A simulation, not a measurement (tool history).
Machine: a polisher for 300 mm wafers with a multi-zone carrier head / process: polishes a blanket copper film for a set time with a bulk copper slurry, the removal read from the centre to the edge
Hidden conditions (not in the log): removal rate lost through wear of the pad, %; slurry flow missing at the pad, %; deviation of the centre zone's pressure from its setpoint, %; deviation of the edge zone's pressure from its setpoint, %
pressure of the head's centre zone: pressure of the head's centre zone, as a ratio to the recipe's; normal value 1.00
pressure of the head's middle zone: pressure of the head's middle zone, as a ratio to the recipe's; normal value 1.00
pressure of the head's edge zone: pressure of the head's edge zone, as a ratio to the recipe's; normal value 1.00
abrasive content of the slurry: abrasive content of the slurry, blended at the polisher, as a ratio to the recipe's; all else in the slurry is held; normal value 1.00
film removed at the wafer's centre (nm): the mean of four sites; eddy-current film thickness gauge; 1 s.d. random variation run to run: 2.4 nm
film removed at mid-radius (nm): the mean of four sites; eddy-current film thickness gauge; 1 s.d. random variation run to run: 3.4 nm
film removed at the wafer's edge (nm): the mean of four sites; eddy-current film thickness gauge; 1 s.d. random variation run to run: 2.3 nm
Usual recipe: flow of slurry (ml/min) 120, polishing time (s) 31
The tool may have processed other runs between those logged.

| run | hour | flow of slurry (ml/min) | pressure of the head's centre zone | pressure of the head's middle zone | pressure of the head's edge zone | abrasive content of the slurry | polishing time (s) | wafers since the last listed run | wafers polished on this pad | hours since the slurry nozzle was cleaned | hours since the centre zone pressure was calibrated | hours since the edge zone pressure was calibrated | hours since the carrier head's membrane was replaced | incoming thickness of the incoming film, nm | film removed at the wafer's centre (nm) | film removed at mid-radius (nm) | film removed at the wafer's edge (nm) |
|---|---|---|---|---|---|---|---|---|---|---|---|---|---|---|---|---|---|
| 1 | 0.0 | 120 | 1.00 | 1.00 | 1.00 | 1.25 | 31 | 0 | 636 | 457.2 | 671.5 | 151.3 | 952.3 | 3314.8 | 241.2 | 246.5 | 242.6 |
| 2 | 63.6 | 120 | 1.00 | 1.00 | 1.00 | 1.00 | 31 | 599 | 1235 | 520.8 | 735.1 | 214.9 | 1015.9 | 3355.2 | 222.0 | 227.5 | 230.7 |
| 3 | 103.3 | 120 | 1.00 | 1.00 | 1.00 | 1.00 | 34 | 374 | 1610 | 560.5 | 774.8 | 254.6 | 1055.6 | 3309.4 | 241.7 | 247.9 | 247.1 |
|  | 126.5 | slurry nozzle cleaned |
| 4 | 159.0 | 120 | 1.00 | 1.00 | 0.92 | 1.00 | 31 | 515 | 2125 | 32.5 | 830.5 | 310.3 | 1111.3 | 3318.7 | 215.7 | 221.3 | 212.0 |
| 5 | 229.0 | 135 | 1.00 | 1.04 | 1.00 | 1.00 | 31 | 659 | 2785 | 102.5 | 900.5 | 380.3 | 1181.3 | 3295.8 | 221.3 | 229.7 | 223.2 |
|  | 262.1 | edge zone pressure recalibrated |
|  | 276.7 | centre zone pressure recalibrated |
| 6 | 287.8 | 120 | 0.92 | 1.00 | 1.00 | 1.00 | 31 | 516 | 3302 | 161.3 | 11.1 | 25.7 | 1240.1 | 3296.7 | 195.9 | 215.2 | 213.8 |
|  | 304.6 | carrier head's membrane replaced by a new one |
|  | 321.4 | worn pad replaced by a new one |
| 7 | 327.3 | 120 | 1.00 | 1.00 | 1.00 | 0.85 | 31 | 287 | 55 | 200.8 | 50.6 | 65.2 | 22.7 | 3288.8 | 221.7 | 224.4 | 223.5 |
| 8 | 395.5 | 120 | 1.00 | 1.00 | 1.00 | 1.00 | 31 | 642 | 698 | 269.0 | 118.8 | 133.4 | 90.9 | 3336.5 | 227.1 | 227.7 | 226.6 |
| 9 | 430.5 | 100 | 1.00 | 0.94 | 1.00 | 1.00 | 31 | 329 | 1027 | 304.0 | 153.8 | 168.4 | 125.9 | 3314.0 | 218.3 | 213.3 | 225.4 |
| 10 | 494.5 | 85 | 1.00 | 1.00 | 1.00 | 1.00 | 31 | 603 | 1631 | 368.0 | 217.8 | 232.4 | 189.9 | 3273.8 | 209.6 | 210.8 | 212.0 |
| 11 | 535.5 | 145 | 1.07 | 1.00 | 1.06 | 1.20 | 31 | 386 | 2017 | 409.0 | 258.8 | 273.4 | 230.9 | 3317.2 | 259.2 | 242.5 | 246.1 |
| 12 | 560.7 | 120 | 1.00 | 1.12 | 1.00 | 1.00 | 31 | 237 | 2255 | 434.2 | 284.0 | 298.6 | 256.1 | 3331.0 | 218.9 | 244.7 | 219.4 |
| 13 | 620.0 | 120 | 1.00 | 0.94 | 1.00 | 1.00 | 31 | 558 | 2814 | 493.5 | 343.3 | 357.9 | 315.4 | 3262.5 | 212.7 | 207.0 | 216.3 |
|  | 654.5 | slurry nozzle cleaned |
| 14 | 681.9 | 120 | 1.00 | 1.00 | 1.00 | 1.00 | 31 | 574 | 3388 | 27.4 | 405.2 | 419.8 | 377.3 | 3330.9 | 212.2 | 210.5 | 213.7 |
|  | 716.7 | edge zone pressure recalibrated |
| 15 | 735.2 | 120 | 1.09 | 0.91 | 1.08 | 1.00 | 31 | 483 | 3871 | 80.7 | 458.5 | 18.5 | 430.6 | 3386.1 | 228.1 | 193.2 | 217.6 |
|  | 759.8 | worn pad replaced by a new one |
| 16 | 800.7 | 120 | 1.00 | 1.05 | 1.00 | 1.00 | 31 | 579 | 385 | 146.2 | 524.0 | 84.0 | 496.1 | 3328.5 | 230.5 | 240.3 | 230.3 |
| 17 | 828.0 | 120 | 1.06 | 0.95 | 1.00 | 1.00 | 31 | 257 | 642 | 173.5 | 551.3 | 111.3 | 523.4 | 3326.4 | 237.0 | 218.2 | 231.0 |
| 18 | 883.4 | 120 | 1.00 | 1.00 | 1.00 | 0.75 | 31 | 522 | 1164 | 228.9 | 606.7 | 166.7 | 578.8 | 3312.5 | 210.3 | 208.6 | 205.7 |
| 19 | 913.8 | 120 | 1.09 | 1.00 | 1.00 | 1.20 | 31 | 286 | 1451 | 259.3 | 637.1 | 197.1 | 609.2 | 3324.9 | 254.4 | 238.7 | 232.5 |
| 20 | 948.7 | 145 | 1.00 | 1.00 | 1.00 | 0.80 | 31 | 328 | 1780 | 294.2 | 672.0 | 232.0 | 644.1 | 3294.1 | 213.5 | 215.6 | 209.7 |

Predict each of these 5 candidate next runs independently; none follows another, all start after run 20:
| A | 949.1 | 120 | 1.09 | 1.00 | 1.00 | 1.00 | 31 | 3 | 1784 | 294.6 | 672.4 | 232.4 | 644.5 | 3387.0 | ? | ? | ? |
| B | 949.1 | 95 | 1.00 | 1.00 | 1.00 | 1.00 | 31 | 3 | 1784 | 294.6 | 672.4 | 232.4 | 644.5 | 3387.0 | ? | ? | ? |
| C | 949.1 | 120 | 1.00 | 1.00 | 1.00 | 1.00 | 40 | 3 | 1784 | 294.6 | 672.4 | 232.4 | 644.5 | 3387.0 | ? | ? | ? |
| D | 949.1 | 120 | 1.00 | 1.00 | 1.00 | 1.00 | 36 | 3 | 1784 | 294.6 | 672.4 | 232.4 | 644.5 | 3387.0 | ? | ? | ? |
| E | 949.1 | 140 | 1.11 | 1.00 | 0.96 | 1.00 | 23 | 3 | 1784 | 294.6 | 672.4 | 232.4 | 644.5 | 3387.0 | ? | ? | ? |

| run | film removed at the wafer's centre (nm) | film removed at mid-radius (nm) | film removed at the wafer's edge (nm) |
|---|---|---|---|
| A | 238.8 | 215.9 | 219.3 |
| B | 210.7 | 208.8 | 214.3 |
| C | 282.5 | 278.7 | 283.0 |
| D | 254.3 | 250.8 | 254.7 |
| E | 184.9 | 163.6 | 162.0 |
Take away the tool's hidden state, keep each run's random variation, and the runs would have read:
| run | film removed at the wafer's centre (nm) | film removed at mid-radius (nm) | film removed at the wafer's edge (nm) |
|---|---|---|---|
| A | 252.4 | 228.1 | 231.8 |
| B | 222.6 | 220.7 | 226.5 |
| C | 298.6 | 294.5 | 299.1 |
| D | 268.7 | 265.1 | 269.2 |
| E | 195.4 | 172.9 | 171.2 |
